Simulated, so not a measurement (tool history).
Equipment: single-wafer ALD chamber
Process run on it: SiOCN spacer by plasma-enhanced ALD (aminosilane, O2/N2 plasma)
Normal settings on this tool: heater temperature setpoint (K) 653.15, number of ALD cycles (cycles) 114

run     day  heater temperature setpoint (K)  number of ALD cycles (cycles)  wafers since the last listed run  hours since the last thermocouple change  hours since the gauge calibration  read-back reference wafer on the same gauge, thickness_nm  mean film thickness on the monitor wafer (nm)
  1   0.000                           653.15                            114                                 0                                    2127.4                              957.8                                                      7.281                                          7.146
  2   1.367                           653.15                            114                                66                                    2160.2                              990.6                                                      7.277                                          7.112
  3   1.912                           653.15                            114                                26                                    2173.3                             1003.7                                                      7.276                                          7.151
  4   3.296                           653.15                            114                                67                                    2206.5                             1036.9                                                      7.272                                          7.115
  5   4.167                           653.15                            119                                42                                    2227.4                             1057.8                                                      7.270                                          7.429
  6   5.654                           653.15                            119                                72                                    2263.1                             1093.5                                                      7.267                                          7.448
  7   6.871                           663.15                            114                                59                                    2292.3                             1122.7                                                      7.264                                          7.112
  8   8.208                           659.15                            121                                64                                    2324.4                             1154.8                                                      7.259                                          7.538
  9   8.879                           653.15                            114                                32                                    2340.5                             1170.9                                                      7.259                                          7.131
 10   9.579                           653.15                            114                                34                                    2357.3                             1187.7                                                      7.258                                          7.110
 11  10.679                           653.15                            114                                53                                    2383.7                             1214.1                                                      7.256                                          7.122
 12  11.246                           653.15                            114                                27                                    2397.3                             1227.7                                                      7.251                                          7.067
 13  12.471                           653.15                            114                                59                                    2426.7                             1257.1                                                      7.249                                          7.107
 14  13.283                           653.15                            114                                39                                    2446.2                             1276.6                                                      7.250                                          7.116
 15  14.408                           653.15                            114                                54                                    2473.2                             1303.6                                                      7.242                                          7.102
 16  15.350                           653.15                            114                                45                                    2495.8                             1326.2                                                      7.239                                          7.115
 17  16.333                           653.15                            114                                47                                    2519.4                             1349.8                                                      7.236                                          7.082
 18  17.829                           653.15                            114                                72                                    2555.3                             1385.7                                                      7.236                                          7.070
 19  18.433                           653.15                            114                                29                                    2569.8                             1400.2                                                      7.230                                          7.109
     19.017  -- gauge calibrated
 20  19.996                           653.15                            114                                75                                    2607.3                               23.5                                                      7.376                                          7.260
 21  21.483                           653.15                            114                                72                                    2643.0                               59.2                                                      7.367                                          7.216
 22  22.617                           653.15                            114                                55                                    2670.2                               86.4                                                      7.369                                          7.230
 23  23.292                           653.15                            114                                32                                    2686.4                              102.6                                                      7.361                                          7.266
 24  24.246                           646.15                            133                                46                                    2709.3                              125.5                                                      7.361                                          8.420
 25  25.454                           642.15                            136                                58                                    2738.3                              154.5                                                      7.360                                          8.581
     25.829  -- thermocouple changed; heater temperature recalibrated
 26  26.038                           653.15                            114                                12                                       5.0                              168.5                                                      7.357                                          7.211
 27  27.317                           645.15                             95                                62                                      35.7                              199.2                                                      7.353                                          6.013
 28  28.146                           663.15                            104                                40                                      55.6                              219.1                                                      7.352                                          6.543
 29  28.942                           666.15                            103                                38                                      74.7                              238.2                                                      7.353                                          6.538
 30  29.975                           663.15                            120                                50                                      99.5                              263.0                                                      7.350                                          7.612
 31  33.112                           640.15                             91                               152                                     174.8                              338.3                                                      7.338                                          5.733
 32  33.842                           653.15                            102                                35                                     192.3                              355.8                                                      7.337                                          6.421
 33  34.683                           653.15                            114                                40                                     212.5                              376.0                                                      7.330                                          7.200
 34  35.904                           664.15                            121                                59                                     241.8                              405.3                                                      7.330                                          7.622
 35  37.067                           653.15                             93                                56                                     269.7                              433.2                                                      7.324                                          5.841
 36  38.288                           653.15                            114                                59                                     299.0                              462.5                                                      7.326                                          7.184
 37  39.229                           660.15                            133                                45                                     321.6                              485.1                                                      7.322                                          8.374
 38  39.804                           643.15                            131                                27                                     335.4                              498.9                                                      7.319                                          8.233
 39  40.579                           653.15                            114                                37                                     354.0                              517.5                                                      7.318                                          7.186
 40  41.538                           653.15                            114                                46                                     377.0                              540.5                                                      7.318                                          7.169
 41  42.529                           662.15                             95                                48                                     400.8                              564.3                                                      7.312                                          5.995
 42  43.158                           662.15                            124                                30                                     415.9                              579.4                                                      7.308                                          7.773
 43  43.792                           642.15                            114                                30                                     431.1                              594.6                                                      7.305                                          7.155
 44  44.912                           642.15                            100                                54                                     458.0                              621.5                                                      7.307                                          6.252
 45  45.771                           653.15                            114                                41                                     478.6                              642.1                                                      7.304                                          7.177
 46  47.062                           653.15                            114                                62                                     509.6                              673.1                                                      7.300                                          7.148
 47  48.383                           660.15                            124                                64                                     541.3                              704.8                                                      7.295                                          7.800

Below, each run's measurement less what the same run would have read without the hidden state. Both values contain the same run-to-run variation, but the gauge's scatter may not be the same in both:
Hidden state at play: wafer temperature above the value expected at the setpoint (K); gauge reads high (%).
run  mean film thickness on the monitor wafer (nm)
  1                                         -0.097
  2                                         -0.100
  3                                         -0.102
  4                                         -0.105
  5                                         -0.112
  6                                         -0.116
  7                                         -0.115
  8                                         -0.126
  9                                         -0.121
 10                                         -0.122
 11                                         -0.125
 12                                         -0.125
 13                                         -0.130
 14                                         -0.132
 15                                         -0.135
 16                                         -0.137
 17                                         -0.139
 18                                         -0.143
 19                                         -0.146
 20                                         -0.008
 21                                         -0.011
 22                                         -0.014
 23                                         -0.017
 24                                         -0.021
 25                                         -0.026
 26                                         -0.023
 27                                         -0.023
 28                                         -0.026
 29                                         -0.028
 30                                         -0.036
 31                                         -0.033
 32                                         -0.039
 33                                         -0.046
 34                                         -0.052
 35                                         -0.042
 36                                         -0.055
 37                                         -0.067
 38                                         -0.068
 39                                         -0.062
 40                                         -0.064
 41                                         -0.055
 42                                         -0.074
 43                                         -0.070
 44                                         -0.063
 45                                         -0.075
 46                                         -0.079
 47                                         -0.089
